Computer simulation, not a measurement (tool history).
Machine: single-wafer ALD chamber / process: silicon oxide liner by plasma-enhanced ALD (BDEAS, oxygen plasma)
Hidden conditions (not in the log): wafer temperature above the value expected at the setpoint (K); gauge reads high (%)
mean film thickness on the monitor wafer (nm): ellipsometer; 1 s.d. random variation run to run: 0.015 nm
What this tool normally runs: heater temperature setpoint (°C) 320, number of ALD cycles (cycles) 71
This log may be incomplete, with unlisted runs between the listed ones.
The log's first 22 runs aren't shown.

run	hour	heater temperature setpoint (°C)	number of ALD cycles (cycles)	wafers since the last listed run	hours since the last thermocouple change	hours since the gauge calibration	read-back reference wafer on the same gauge, thickness_nm	mean film thickness on the monitor wafer (nm)
23	1168.9	335	61	374	496.9	1327.5	6.355	4.996
24	1202.7	310	60	196	530.7	1361.3	6.347	5.081
25	1229.1	320	60	153	557.1	1387.7	6.351	5.018
# hour 1267.0: gauge calibrated
26	1268.9	332	77	231	596.9	1.9	6.347	6.319
27	1294.7	326	78	150	622.7	27.7	6.345	6.475
28	1349.3	305	75	317	677.3	82.3	6.352	6.427
29	1411.2	320	71	360	739.2	144.2	6.348	5.950
30	1466.6	320	71	322	794.6	199.6	6.351	5.980
31	1523.9	313	82	333	851.9	256.9	6.353	6.940
32	1572.6	332	77	283	900.6	305.6	6.352	6.365
# hour 1593.9: thermocouple changed; heater temperature recalibrated
33	1607.9	326	82	158	14.0	340.9	6.350	6.779

Consider 5 possible next runs. They are alternatives, not a sequence: every one starts from the tool as it was left by run 33. What does each give?
A	1608.4	320	57	2	14.5	341.4	?	?
B	1608.4	320	66	2	14.5	341.4	?	?
C	1608.4	315	59	2	14.5	341.4	?	?
D	1608.4	309	81	2	14.5	341.4	?	?
E	1608.4	327	59	2	14.5	341.4	?	?

run	read-back reference wafer on the same gauge, thickness_nm	mean film thickness on the monitor wafer (nm)
A	6.349	4.754
B	6.349	5.504
C	6.349	4.959
D	6.349	6.872
E	6.349	4.866
Had the tool no hidden state, the same runs would have come out as:
run	mean film thickness on the monitor wafer (nm)
A	4.752
B	5.503
C	4.958
D	6.870
E	4.865
